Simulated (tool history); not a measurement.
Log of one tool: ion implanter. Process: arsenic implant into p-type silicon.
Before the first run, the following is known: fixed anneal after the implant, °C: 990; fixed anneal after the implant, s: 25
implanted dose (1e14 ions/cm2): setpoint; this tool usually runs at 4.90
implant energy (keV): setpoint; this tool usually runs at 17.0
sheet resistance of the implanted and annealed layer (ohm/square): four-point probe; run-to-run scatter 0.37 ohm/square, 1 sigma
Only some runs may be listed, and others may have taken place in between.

run,hour,implanted dose (1e14 ions/cm2),implant energy (keV),wafers since the last listed run,hours since the last dose calibration,hours since the extraction supply was calibrated,hours since the gauge calibration,"read-back reference wafer on the same gauge, sheet resistance",sheet resistance of the implanted and annealed layer (ohm/square)
1,0.0,5.72,17.0,0,1628.3,6172.4,209.4,239.01,217.40
2,20.9,4.90,17.0,357,1649.2,6193.3,230.3,239.05,242.09
3,115.1,4.90,17.0,1613,1743.4,6287.5,324.5,238.96,241.16
4,137.0,4.90,17.0,375,1765.3,6309.4,346.4,239.02,241.16
5,157.3,4.90,17.0,347,1785.6,6329.7,366.7,238.99,240.91
6,178.7,4.90,17.0,366,1807.0,6351.1,388.1,239.04,240.61
7,210.5,4.90,17.0,544,1838.8,6382.9,419.9,238.89,241.20
# hour 227.1: extraction supply calibrated
8,246.3,4.90,17.0,476,1874.6,19.2,455.7,239.05,241.06
9,277.0,4.90,17.0,525,1905.3,49.9,486.4,239.08,240.27
# hour 297.4: gauge calibrated
# hour 302.5: Faraday cup replaced and dose calibrated
10,303.0,5.98,17.0,308,0.5,75.9,5.6,238.85,215.78
11,322.8,5.98,17.0,339,20.3,95.7,25.4,239.01,216.28
12,356.0,4.90,12.5,568,53.5,128.9,58.6,238.94,255.46
13,387.6,4.90,21.0,541,85.1,160.5,90.2,238.99,240.22
14,420.7,4.90,17.0,566,118.2,193.6,123.3,238.97,246.29
15,456.3,4.11,15.0,609,153.8,229.2,158.9,238.98,283.58
16,483.4,3.99,11.5,464,180.9,256.3,186.0,238.94,298.20
17,507.1,5.82,13.5,405,204.6,280.0,209.7,239.08,225.08
18,528.5,3.73,14.0,366,226.0,301.4,231.1,239.00,307.30
19,556.7,4.90,23.0,482,254.2,329.6,259.3,239.00,235.68
20,581.4,4.90,17.0,422,278.9,354.3,284.0,238.93,246.00
21,611.3,5.87,15.5,512,308.8,384.2,313.9,238.98,219.57

For run 22, what comes out?
22,643.1,6.17,11.5,544,340.6,416.0,345.7,?,?

{"run 22": {"read-back reference wafer on the same gauge, sheet resistance": 239.07, "sheet resistance of the implanted and annealed layer (ohm/square)": 221.72}}
With the hidden condition absent and the run-to-run variation left alone, this run would have shown sheet resistance of the implanted and annealed layer (ohm/square) 224.71.

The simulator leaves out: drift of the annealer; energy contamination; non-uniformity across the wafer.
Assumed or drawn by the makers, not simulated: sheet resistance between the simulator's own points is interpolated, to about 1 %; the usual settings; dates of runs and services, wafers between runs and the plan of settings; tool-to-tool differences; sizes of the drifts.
